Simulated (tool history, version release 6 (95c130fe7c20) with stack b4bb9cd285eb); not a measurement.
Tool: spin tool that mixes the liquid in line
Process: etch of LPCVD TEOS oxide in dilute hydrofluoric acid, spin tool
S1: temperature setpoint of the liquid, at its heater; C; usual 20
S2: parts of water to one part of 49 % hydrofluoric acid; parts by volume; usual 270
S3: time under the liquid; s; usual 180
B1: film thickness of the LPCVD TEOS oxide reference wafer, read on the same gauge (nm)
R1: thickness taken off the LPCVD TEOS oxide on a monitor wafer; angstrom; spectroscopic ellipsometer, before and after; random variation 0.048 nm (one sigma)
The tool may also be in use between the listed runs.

{"run": 1, "hour": 0.0, "S1": 20, "S2": 270, "S3": 145, "B1": 89.97, "R1": 56.1}
{"run": 2, "hour": 46.5, "S1": 20, "S2": 270, "S3": 145, "B1": 90.01, "R1": 55.9}
{"run": 3, "hour": 90.7, "S1": 20, "S2": 270, "S3": 180, "B1": 89.99, "R1": 69.6}
{"run": 4, "hour": 115.6, "S1": 20, "S2": 270, "S3": 180, "B1": 90.01, "R1": 68.8}
{"run": 5, "hour": 172.6, "S1": 20, "S2": 270, "S3": 180, "B1": 90.02, "R1": 68}
{"run": 6, "hour": 199.6, "S1": 20, "S2": 225, "S3": 180, "B1": 90.03, "R1": 85.6}
{"run": 7, "hour": 254.7, "S1": 20, "S2": 225, "S3": 180, "B1": 90.06, "R1": 85.8}
{"run": 8, "hour": 318.5, "S1": 20, "S2": 225, "S3": 180, "B1": 90.02, "R1": 84.8}
{"run": 9, "hour": 358.3, "S1": 22, "S2": 270, "S3": 210, "B1": 89.96, "R1": 85.1}
{"run": 10, "hour": 386.9, "S1": 20, "S2": 360, "S3": 180, "B1": 89.98, "R1": 46.8}
{"run": 11, "hour": 433.7, "S1": 20, "S2": 360, "S3": 180, "B1": 90.01, "R1": 46.1}
{"run": 12, "hour": 498.0, "S1": 20, "S2": 340, "S3": 180, "B1": 90.02, "R1": 49.2}
{"run": 13, "hour": 531.2, "S1": 20, "S2": 340, "S3": 180, "B1": 89.95, "R1": 49.2}
{"run": 14, "hour": 555.8, "S1": 20, "S2": 340, "S3": 180, "B1": 89.97, "R1": 49.6}
{"run": 15, "hour": 619.1, "S1": 20, "S2": 270, "S3": 180, "B1": 89.98, "R1": 66.4}
{"run": 16, "hour": 690.4, "S1": 23.5, "S2": 180, "S3": 120, "B1": 89.98, "R1": 82.9}
{"run": 17, "hour": 732.6, "S1": 17.5, "S2": 165, "S3": 115, "B1": 90.01, "R1": 69.9}
{"hour": 774.6, "done": "hydrofluoric acid flow meter replaced"}
{"run": 18, "hour": 789.3, "S1": 23, "S2": 215, "S3": 120, "B1": 90.02, "R1": 70.6}
{"run": 19, "hour": 825.2, "S1": 20, "S2": 170, "S3": 180, "B1": 90, "R1": 125.6}
{"run": 20, "hour": 896.5, "S1": 20, "S2": 270, "S3": 110, "B1": 89.97, "R1": 43.6}
{"hour": 896.6, "done": "gauge calibrated"}
{"run": 21, "hour": 928.6, "S1": 20, "S2": 185, "S3": 100, "B1": 90.03, "R1": 62.1}
{"run": 22, "hour": 967.3, "S1": 20, "S2": 270, "S3": 180, "B1": 90.01, "R1": 70}
{"run": 23, "hour": 996.0, "S1": 20, "S2": 365, "S3": 225, "B1": 89.99, "R1": 60.3}
{"hour": 1030.5, "done": "thermometer replaced"}
{"run": 24, "hour": 1203.4, "S1": 17, "S2": 270, "S3": 260, "B1": 89.97, "R1": 90}
{"run": 25, "hour": 1253.8, "S1": 20, "S2": 270, "S3": 110, "B1": 90.01, "R1": 42.2}
{"run": 26, "hour": 1292.4, "S1": 23, "S2": 215, "S3": 120, "B1": 90.01, "R1": 67.6}
{"run": 27, "hour": 1359.8, "S1": 17.5, "S2": 340, "S3": 135, "B1": 89.94, "R1": 35.1}
{"run": 28, "hour": 1407.1, "S1": 22.5, "S2": 195, "S3": 115, "B1": 90.02, "R1": 71.2}
{"run": 29, "hour": 1469.5, "S1": 22.5, "S2": 165, "S3": 180, "B1": 90, "R1": 138.9}
{"run": 30, "hour": 1514.8, "S1": 20, "S2": 270, "S3": 180, "B1": 90, "R1": 68.5}
{"run": 31, "hour": 1570.7, "S1": 20, "S2": 185, "S3": 100, "B1": 89.99, "R1": 59.8}
{"run": 32, "hour": 1597.2, "S1": 20, "S2": 270, "S3": 105, "B1": 90.01, "R1": 39.4}

Measured less the same run without the tool's hidden state. The same run-to-run variation is in both; the gauge's scatter may not be:
The hidden state here: liquid colder than its thermometer reads (K); hydrofluoric acid flow below the setpoint (%); gauge reads high (%).
run=1 R1=-2.6
run=2 R1=-2.8
run=3 R1=-3.7
run=4 R1=-3.8
run=5 R1=-4.1
run=6 R1=-5.2
run=7 R1=-5.5
run=8 R1=-5.9
run=9 R1=-6.4
run=10 R1=-3.8
run=11 R1=-4
run=12 R1=-4.5
run=13 R1=-4.6
run=14 R1=-4.8
run=15 R1=-6.5
run=16 R1=-8.2
run=17 R1=-6.9
run=18 R1=-0.8
run=19 R1=-1.6
run=20 R1=-0.9
run=21 R1=-1.3
run=22 R1=-1.8
run=23 R1=-1.7
run=24 R1=-3.8
run=25 R1=-2
run=26 R1=-3.3
run=27 R1=-2
run=28 R1=-4.1
run=29 R1=-8.5
run=30 R1=-4.6
run=31 R1=-4.1
run=32 R1=-3

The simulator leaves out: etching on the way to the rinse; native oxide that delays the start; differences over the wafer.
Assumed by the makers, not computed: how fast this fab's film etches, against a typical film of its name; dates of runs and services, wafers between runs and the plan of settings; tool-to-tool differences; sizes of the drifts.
